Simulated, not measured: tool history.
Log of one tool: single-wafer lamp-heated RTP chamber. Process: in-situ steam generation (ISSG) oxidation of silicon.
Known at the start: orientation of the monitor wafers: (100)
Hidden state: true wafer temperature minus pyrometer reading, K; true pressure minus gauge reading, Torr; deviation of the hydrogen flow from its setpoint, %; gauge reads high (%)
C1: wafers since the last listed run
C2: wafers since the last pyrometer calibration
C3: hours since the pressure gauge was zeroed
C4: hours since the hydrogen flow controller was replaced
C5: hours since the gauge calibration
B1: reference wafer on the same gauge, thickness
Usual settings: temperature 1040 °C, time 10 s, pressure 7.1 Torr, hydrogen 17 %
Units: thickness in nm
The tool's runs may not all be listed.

Run 1, hour 0: usual settings but time 11 s; C1 0; C2 4881; C3 4016.3; C4 4062.9; C5 227.5; B1 2.987. Result: thickness 3.813 nm.
Run 2, hour 13.8: usual settings but temperature 1032 °C; C1 157; C2 5038; C3 4030.1; C4 4076.7; C5 241.3; B1 2.99. Result: thickness 3.52 nm.
Run 3, hour 59.5: usual settings but temperature 1032 °C; C1 520; C2 5558; C3 4075.8; C4 4122.4; C5 287; B1 2.995. Result: thickness 3.523 nm.
Run 4, hour 86.9: usual settings but temperature 1027 °C; C1 311; C2 5870; C3 4103.2; C4 4149.8; C5 314.4; B1 2.998. Result: thickness 3.463 nm.
Run 5, hour 119.9: usual settings but time 8 s; C1 375; C2 6245; C3 4136.2; C4 4182.8; C5 347.4; B1 3.003. Result: thickness 3.297 nm.
At hour 133.9: gauge calibrated.
Run 6, hour 148.7: usual settings but time 8 s; C1 327; C2 6573; C3 4165; C4 4211.6; C5 14.8; B1 2.96. Result: thickness 3.238 nm.
At hour 237: hydrogen flow controller replaced.
Run 7, hour 237.5: usual settings but time 8 s; C1 919; C2 7493; C3 4253.8; C4 0.5; C5 103.6; B1 2.964. Result: thickness 3.25 nm.
Run 8, hour 261: usual settings but temperature 1031 °C; C1 267; C2 7760; C3 4277.3; C4 24; C5 127.1; B1 2.97. Result: thickness 3.504 nm.
At hour 283.7: pyrometer window cleaned and pyrometer calibrated.
Run 9, hour 287.9: usual settings but temperature 1031 °C, time 11 s, pressure 8.6 Torr, hydrogen 24 %; C1 215; C2 47; C3 4304.2; C4 50.9; C5 154; B1 2.977. Result: thickness 3.973 nm.
At hour 300.5: pressure gauge zeroed.
Run 10, hour 301: usual settings; C1 58; C2 105; C3 0.5; C4 64; C5 167.1; B1 2.976. Result: thickness 3.597 nm.
Run 11, hour 314.8: usual settings; C1 157; C2 262; C3 14.3; C4 77.8; C5 180.9; B1 2.979. Result: thickness 3.619 nm.
Run 12, hour 360.9: usual settings but temperature 1030 °C, pressure 6.9 Torr, hydrogen 11 %; C1 524; C2 787; C3 60.4; C4 123.9; C5 227; B1 2.982. Result: thickness 3.114 nm.
Run 13, hour 384.5: usual settings but temperature 1022 °C, time 12 s; C1 268; C2 1055; C3 84; C4 147.5; C5 250.6; B1 2.986. Result: thickness 3.68 nm.
Run 14, hour 403.6: usual settings but temperature 1025 °C, hydrogen 21 %; C1 217; C2 1273; C3 103.1; C4 166.6; C5 269.7; B1 2.988. Result: thickness 3.609 nm.

The tool's hidden state at each run:
true wafer temperature minus pyrometer reading, K: 0 in every run
true pressure minus gauge reading, Torr: 0 in every run
deviation of the hydrogen flow from its setpoint, %: 0 in every run
H1: gauge reads high (%)
run       H1
  1    0.934
  2    0.989
  3     1.17
  4     1.28
  5     1.41
  6  -0.0613
  7    0.294
  8    0.388
  9    0.495
 10    0.548
 11    0.603
 12    0.787
 13    0.882
 14    0.958
